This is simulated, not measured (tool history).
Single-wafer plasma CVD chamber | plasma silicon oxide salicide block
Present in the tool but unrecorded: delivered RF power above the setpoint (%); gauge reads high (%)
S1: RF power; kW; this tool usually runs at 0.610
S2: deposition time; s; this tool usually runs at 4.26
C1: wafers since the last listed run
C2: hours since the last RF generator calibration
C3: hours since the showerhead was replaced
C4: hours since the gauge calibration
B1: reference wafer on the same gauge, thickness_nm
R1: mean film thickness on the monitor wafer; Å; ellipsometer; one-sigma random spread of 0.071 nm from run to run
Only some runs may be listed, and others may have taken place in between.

run	hour	S1	S2	C1	C2	C3	C4	B1	R1
1	0.0	0.610	4.26	0	2097.3	5618.9	375.3	50.499	469.44
2	13.6	0.610	4.26	293	2110.9	5632.5	388.9	50.504	470.32
3	42.8	0.610	4.26	631	2140.1	5661.7	418.1	50.507	470.03
# hour 45.4: gauge calibrated
4	75.2	0.610	4.26	700	2172.5	5694.1	29.8	50.519	469.30
5	95.8	0.635	4.26	445	2193.1	5714.7	50.4	50.505	472.13
6	114.6	0.635	4.26	406	2211.9	5733.5	69.2	50.511	472.80
7	150.4	0.610	3.61	773	2247.7	5769.3	105.0	50.507	397.50
8	164.8	0.610	3.61	311	2262.1	5783.7	119.4	50.510	397.14
9	209.4	0.610	3.61	963	2306.7	5828.3	164.0	50.497	396.72
10	311.7	0.610	4.26	2211	2409.0	5930.6	266.3	50.490	467.08
11	327.1	0.610	4.26	332	2424.4	5946.0	281.7	50.486	468.21
12	358.9	0.530	4.26	687	2456.2	5977.8	313.5	50.529	454.10
13	379.7	0.530	4.26	449	2477.0	5998.6	334.3	50.505	452.73
# hour 395.4: showerhead replaced
14	405.1	0.610	4.90	376	2502.4	9.7	359.7	50.511	536.43
15	421.9	0.610	4.26	363	2519.2	26.5	376.5	50.492	468.24
16	450.7	0.550	5.07	622	2548.0	55.3	405.3	50.495	542.66
17	468.4	0.525	3.54	382	2565.7	73.0	423.0	50.505	375.62
# hour 470.7: gauge calibrated
18	525.7	0.700	3.90	1238	2623.0	130.3	55.0	50.498	439.87
19	546.8	0.555	3.47	456	2644.1	151.4	76.1	50.495	371.40
# hour 564.3: RF generator calibrated
20	582.4	0.610	4.26	596	18.1	187.0	111.7	50.476	476.25
21	603.7	0.610	4.26	460	39.4	208.3	133.0	50.518	476.83
22	627.2	0.690	4.26	507	62.9	231.8	156.5	50.498	489.79
23	663.0	0.540	3.97	773	98.7	267.6	192.3	50.511	432.02
24	694.5	0.570	3.60	680	130.2	299.1	223.8	50.495	396.25
25	728.5	0.530	4.74	734	164.2	333.1	257.8	50.481	513.22
26	756.9	0.495	4.66	613	192.6	361.5	286.2	50.517	498.20
27	776.9	0.560	4.72	432	212.6	381.5	306.2	50.509	518.29

Each row is a separate what-if for the run after 27, all from the same tool condition, not one after another. Results?
A	777.3	0.610	4.99	8	213.0	381.9	306.6	?	?
B	777.3	0.730	5.02	8	213.0	381.9	306.6	?	?
C	777.3	0.570	3.91	8	213.0	381.9	306.6	?	?

run	B1	R1
A	50.482	557.29
B	50.482	583.75
C	50.482	430.27
With the hidden condition removed and each run's random variation left untouched, the same runs would have given:
run	R1
A	558.33
B	584.84
C	431.08

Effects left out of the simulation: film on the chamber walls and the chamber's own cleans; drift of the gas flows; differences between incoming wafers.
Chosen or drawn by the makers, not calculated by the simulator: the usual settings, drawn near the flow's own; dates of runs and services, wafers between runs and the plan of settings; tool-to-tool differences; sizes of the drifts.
